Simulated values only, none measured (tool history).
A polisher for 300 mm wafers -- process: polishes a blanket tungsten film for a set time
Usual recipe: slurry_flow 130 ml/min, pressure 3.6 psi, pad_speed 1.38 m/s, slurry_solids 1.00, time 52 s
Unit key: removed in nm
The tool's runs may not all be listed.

run   hour  slurry_flow  pressure  pad_speed  slurry_solids  time  wafers since the last listed run  wafers polished on this pad  hours since the slurry nozzle was cleaned  hours since the head pressure was calibrated  hours since the slurry blender was calibrated  hours since the slurry got fresh peroxide  incoming thickness of the incoming film, nm  removed
  1    0.0          130       3.6       1.22           1.15    52                                 0                         1224                                      459.9                                         918.6                                           55.8                                      137.0                                       1253.6    269.9
  2   16.3          130       3.6       1.22           1.15    52                               147                         1371                                      476.2                                         934.9                                           72.1                                      153.3                                       1239.4    266.3
      33.7  -- worn pad replaced by a new one
  3   42.7          130       4.6       1.38           1.00    52                               203                           81                                      502.6                                         961.3                                           98.5                                      179.7                                       1243.6    403.7
  4   55.6          130       3.6       1.38           1.20    52                               116                          198                                      515.5                                         974.2                                          111.4                                      192.6                                       1261.5    319.9
      68.5  -- slurry tank refilled with fresh slurry and peroxide
  5   89.5          130       3.6       1.38           1.20    52                               298                          496                                      549.4                                        1008.1                                          145.3                                       21.0                                       1242.1    350.3
     174.3  -- slurry blender recalibrated
  6  178.0          130       3.6       1.38           1.20    52                               784                         1280                                      637.9                                        1096.6                                            3.7                                      109.5                                       1255.1    297.0
  7  230.2          150       3.6       1.38           1.00    52                               473                         1753                                      690.1                                        1148.8                                           55.9                                      161.7                                       1251.9    280.7
     242.9  -- slurry nozzle cleaned
     245.4  -- worn pad replaced by a new one
  8  259.1          150       3.6       1.38           1.00    52                               230                          124                                       16.2                                        1177.7                                           84.8                                      190.6                                       1241.2    308.4
     269.5  -- slurry tank refilled with fresh slurry and peroxide
  9  272.8          150       3.6       1.38           1.00    52                               115                          239                                       29.9                                        1191.4                                           98.5                                        3.3                                       1272.9    370.7
 10  294.2          130       3.6       1.38           1.00    52                               194                          433                                       51.3                                        1212.8                                          119.9                                       24.7                                       1232.1    341.0
 11  329.6          130       2.9       1.20           1.15    61                               320                          754                                       86.7                                        1248.2                                          155.3                                       60.1                                       1227.8    261.5
 12  355.2          130       3.6       1.38           1.00    41                               232                          986                                      112.3                                        1273.8                                          180.9                                       85.7                                       1256.3    238.9
     368.3  -- slurry blender recalibrated
 13  385.9          170       3.6       0.96           1.15    52                               260                         1246                                      143.0                                        1304.5                                           17.6                                      116.4                                       1256.2    223.5
 14  399.7          130       4.1       1.18           1.10    40                               125                         1371                                      156.8                                        1318.3                                           31.4                                      130.2                                       1224.8    223.4
     433.1  -- worn pad replaced by a new one
     440.8  -- slurry tank refilled with fresh slurry and peroxide
     460.2  -- head pressure recalibrated
 15  488.7          130       3.6       1.58           1.00    69                               743                          476                                      245.8                                          28.5                                          120.4                                       47.9                                       1253.9    505.7
 16  525.0          130       3.6       1.38           0.80    52                               329                          805                                      282.1                                          64.8                                          156.7                                       84.2                                       1269.6    292.4
 17  537.7          130       3.6       1.80           1.00    39                               115                          920                                      294.8                                          77.5                                          169.4                                       96.9                                       1230.4    293.6
     547.2  -- slurry blender recalibrated
 18  566.4          130       3.6       1.80           1.00    39                               242                         1162                                      323.5                                         106.2                                           19.2                                      125.6                                       1243.3    296.5
     622.3  -- worn pad replaced by a new one
     647.7  -- slurry tank refilled with fresh slurry and peroxide
 19  662.9          100       3.6       1.74           1.00    66                               829                          359                                      420.0                                         202.7                                          115.7                                       15.2                                       1254.6    499.2
 20  687.0          130       4.1       1.38           1.00    52                               218                          577                                      444.1                                         226.8                                          139.8                                       39.3                                       1263.2    356.6
 21  715.8          130       3.6       1.38           1.25    45                               261                          838                                      472.9                                         255.6                                          168.6                                       68.1                                       1256.7    266.0
 22  744.6          105       4.9       1.38           1.10    52                               261                         1099                                      501.7                                         284.4                                          197.4                                       96.9                                       1226.1    379.6
     772.8  -- slurry blender recalibrated
 23  773.9           95       3.6       1.22           1.00    52                               247                         1347                                      531.0                                         313.7                                            1.1                                      126.2                                       1257.2    230.1
     802.8  -- worn pad replaced by a new one
 24  804.6          170       3.6       0.96           1.15    52                               242                           15                                      561.7                                         344.4                                           31.8                                      156.9                                       1252.7    229.7
 25  829.2          130       3.6       1.38           0.90    52                               223                          238                                      586.3                                         369.0                                           56.4                                      181.5                                       1230.8    289.7

Branching from run 25: 5 alternative next runs. What would each branch give?
  A  829.6          130       3.6       1.38           1.00    52                                 3                          242                                      586.7                                         369.4                                           56.8                                      181.9                                       1237.5        ?
  B  829.6          115       2.5       1.38           1.00    38                                 3                          242                                      586.7                                         369.4                                           56.8                                      181.9                                       1237.5        ?
  C  829.6          140       3.6       1.38           1.00    47                                 3                          242                                      586.7                                         369.4                                           56.8                                      181.9                                       1237.5        ?
  D  829.6          130       2.4       1.38           1.00    52                                 3                          242                                      586.7                                         369.4                                           56.8                                      181.9                                       1237.5        ?
  E  829.6          130       3.6       1.38           1.00    64                                 3                          242                                      586.7                                         369.4                                           56.8                                      181.9                                       1237.5        ?

run  removed
  A    299.8
  B    148.8
  C    274.3
  D    199.8
  E    368.9
The same runs, with their run-to-run variation unchanged, on a tool lacking any hidden condition would have given:
run  removed
  A    397.2
  B    197.2
  C    363.5
  D    264.8
  E    488.9
